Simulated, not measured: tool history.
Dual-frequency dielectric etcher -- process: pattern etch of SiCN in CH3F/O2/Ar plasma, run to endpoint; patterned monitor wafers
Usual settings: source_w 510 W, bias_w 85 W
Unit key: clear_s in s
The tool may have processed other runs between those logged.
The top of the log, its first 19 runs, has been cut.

| run | hour | source_w | bias_w | incoming incoming film thickness, nm | clear_s |
|---|---|---|---|---|---|
| 20 | 982.3 | 510 | 94 | 8.69 | 20.2 |
|  | 1025.6 | bias power generator calibrated |
| 21 | 1026.1 | 640 | 90 | 8.90 | 18.7 |
| 22 | 1079.6 | 630 | 64 | 8.75 | 20.5 |
| 23 | 1293.4 | 450 | 67 | 8.85 | 23.8 |
|  | 1340.8 | wet clean of the chamber |
| 24 | 1344.4 | 510 | 79 | 8.77 | 21.5 |
| 25 | 1404.0 | 510 | 97 | 8.83 | 20.4 |
| 26 | 1474.0 | 510 | 85 | 8.82 | 21.1 |
|  | 1484.3 | source power generator calibrated |
| 27 | 1519.7 | 510 | 85 | 8.88 | 21.8 |
| 28 | 1591.5 | 580 | 78 | 8.85 | 20.8 |
| 29 | 1656.8 | 510 | 85 | 8.80 | 21.3 |
| 30 | 1702.5 | 600 | 78 | 8.81 | 20.1 |
| 31 | 1761.0 | 510 | 85 | 8.83 | 21.2 |
|  | 1828.3 | wet clean of the chamber |
| 32 | 1829.1 | 590 | 100 | 8.94 | 19.5 |
| 33 | 1881.0 | 420 | 73 | 8.90 | 25.4 |
| 34 | 1939.0 | 430 | 75 | 8.85 | 24.6 |
| 35 | 2119.2 | 550 | 100 | 8.70 | 19.1 |
| 36 | 2176.1 | 510 | 85 | 8.81 | 21.1 |

Predict each of these 3 candidate next runs independently; none follows another, all start after run 36:
| A | 2176.5 | 510 | 85 | 8.82 | ? |
| B | 2176.5 | 580 | 67 | 8.82 | ? |
| C | 2176.5 | 600 | 103 | 8.82 | ? |

| run | clear_s |
|---|---|
| A | 21.2 |
| B | 21.5 |
| C | 18.4 |
The same runs, with their run-to-run variation unchanged, on a tool lacking any hidden condition would have given:
| run | clear_s |
|---|---|
| A | 21.9 |
| B | 22.1 |
| C | 19.0 |

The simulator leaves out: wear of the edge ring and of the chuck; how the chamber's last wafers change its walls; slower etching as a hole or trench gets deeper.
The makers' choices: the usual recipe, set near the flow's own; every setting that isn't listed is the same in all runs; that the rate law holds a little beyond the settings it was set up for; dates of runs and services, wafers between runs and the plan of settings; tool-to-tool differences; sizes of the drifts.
